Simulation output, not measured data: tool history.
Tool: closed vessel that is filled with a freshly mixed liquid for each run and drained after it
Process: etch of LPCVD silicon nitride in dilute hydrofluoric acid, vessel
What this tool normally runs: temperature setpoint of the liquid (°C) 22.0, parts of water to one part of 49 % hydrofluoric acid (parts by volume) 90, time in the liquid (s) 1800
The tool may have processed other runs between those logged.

run	hour	temperature setpoint of the liquid (°C)	parts of water to one part of 49 % hydrofluoric acid (parts by volume)	time in the liquid (s)	wafers since the last listed run	hours since the thermometer was replaced	hours since the hydrofluoric acid flow meter was replaced	hours since the gauge calibration	read-back film thickness of the LPCVD silicon nitride reference wafer, read on the same gauge (nm)	thickness taken off the LPCVD silicon nitride on a monitor wafer (nm)
1	0.0	22.0	90	1800	0	875.4	326.2	2243.3	29.97	9.42
# hour 23.8: thermometer replaced
2	99.0	22.0	55	1800	3870	75.2	425.2	2342.3	29.99	15.73
3	152.1	22.0	90	2075	2096	128.3	478.3	2395.4	30.03	11.07
4	209.0	22.0	90	2075	2247	185.2	535.2	2452.3	29.98	10.99
5	273.0	22.0	90	1800	2527	249.2	599.2	2516.3	30.01	9.58
6	331.6	22.0	90	1800	2314	307.8	657.8	2574.9	30.02	9.49
7	438.7	22.0	90	1800	4229	414.9	764.9	2682.0	30.01	9.42
8	510.8	22.0	90	1800	2847	487.0	837.0	2754.1	30.01	9.39
9	569.9	19.0	90	1800	2333	546.1	896.1	2813.2	30.03	7.65
10	621.6	22.0	90	1800	2041	597.8	947.8	2864.9	29.99	9.35
# hour 635.6: hydrofluoric acid flow meter replaced
11	698.7	22.0	50	1800	3005	674.9	63.1	2942.0	30.03	16.97
12	769.0	24.0	60	1170	2776	745.2	133.4	3012.3	29.96	10.56
# hour 801.0: thermometer replaced
13	816.6	22.0	90	1800	1840	15.6	181.0	3059.9	30.02	9.74
14	883.2	22.0	90	2100	2630	82.2	247.6	3126.5	30.03	11.31
15	967.4	19.0	130	1800	3325	166.4	331.8	3210.7	30.02	5.49
16	1033.5	22.0	105	1800	2610	232.5	397.9	3276.8	30.02	8.25
17	1134.7	19.0	105	2445	3996	333.7	499.1	3378.0	29.98	9.05
# hour 1180.6: gauge calibrated
18	1229.1	22.0	90	1800	3727	428.1	593.5	48.5	30.00	9.49
19	1326.5	22.0	90	1800	3846	525.5	690.9	145.9	29.96	9.46
20	1381.7	19.0	100	1800	2179	580.7	746.1	201.1	30.03	6.93
# hour 1418.1: hydrofluoric acid flow meter replaced
21	1460.4	22.0	90	1800	3068	659.4	42.3	279.8	30.03	9.61
# hour 1524.1: thermometer replaced
22	1539.2	19.0	100	1800	3072	15.1	121.1	358.6	30.00	7.18
23	1578.5	19.5	130	2350	1551	54.4	160.4	397.9	29.96	7.49
24	1648.0	22.0	90	2430	2744	123.9	229.9	467.4	30.00	13.11
25	1755.3	22.0	90	1800	4237	231.2	337.2	574.7	29.99	9.63
26	1828.0	19.5	55	1800	2870	303.9	409.9	647.4	29.98	12.96
27	1913.8	22.0	90	1800	3388	389.7	495.7	733.2	30.01	9.46
28	2015.2	22.0	135	1130	4004	491.1	597.1	834.6	30.01	4.01
29	2058.4	22.0	90	1800	1705	534.3	640.3	877.8	30.00	9.46
30	2158.7	20.5	90	1800	3960	634.6	740.6	978.1	29.98	8.40
31	2223.0	26.5	50	2605	2539	698.9	804.9	1042.4	29.98	32.67
32	2261.1	18.5	90	890	1504	737.0	843.0	1080.5	30.01	3.61

Take each entry between the runs: how does the hidden state at the last listed run before it differ from the hidden state at the first listed run after it?
From run 1 to run 2: thermometer replaced (hour 23.8)
  liquid colder than its thermometer reads (K): 0.44 -> 0.0447; hydrofluoric acid flow below the setpoint (%): 1.55 -> 1.9
  measured value less the no-hidden-state value, thickness taken off the LPCVD silicon nitride on a monitor wafer (nm): -0.43 -> -0.34
From run 10 to run 11: hydrofluoric acid flow meter replaced (hour 635.6)
  liquid colder than its thermometer reads (K): 0.272 -> 0.305; hydrofluoric acid flow below the setpoint (%): 3.77 -> 0.575
  measured value less the no-hidden-state value, thickness taken off the LPCVD silicon nitride on a monitor wafer (nm): -0.54 -> -0.46
From run 12 to run 13: thermometer replaced (hour 801.0)
  liquid colder than its thermometer reads (K): 0.336 -> 0.0185; hydrofluoric acid flow below the setpoint (%): 0.826 -> 0.997
  measured value less the no-hidden-state value, thickness taken off the LPCVD silicon nitride on a monitor wafer (nm): -0.33 -> -0.11
From run 17 to run 18: gauge calibrated (hour 1180.6)
  liquid colder than its thermometer reads (K): 0.157 -> 0.198; hydrofluoric acid flow below the setpoint (%): 2.14 -> 2.47
  measured value less the no-hidden-state value, thickness taken off the LPCVD silicon nitride on a monitor wafer (nm): -0.30 -> -0.36
From run 20 to run 21: hydrofluoric acid flow meter replaced (hour 1418.1)
  liquid colder than its thermometer reads (K): 0.264 -> 0.298; hydrofluoric acid flow below the setpoint (%): 3.02 -> 0.454
  measured value less the no-hidden-state value, thickness taken off the LPCVD silicon nitride on a monitor wafer (nm): -0.34 -> -0.24
From run 21 to run 22: thermometer replaced (hour 1524.1)
  liquid colder than its thermometer reads (K): 0.298 -> 0.0222; hydrofluoric acid flow below the setpoint (%): 0.454 -> 0.736
  measured value less the no-hidden-state value, thickness taken off the LPCVD silicon nitride on a monitor wafer (nm): -0.24 -> -0.06
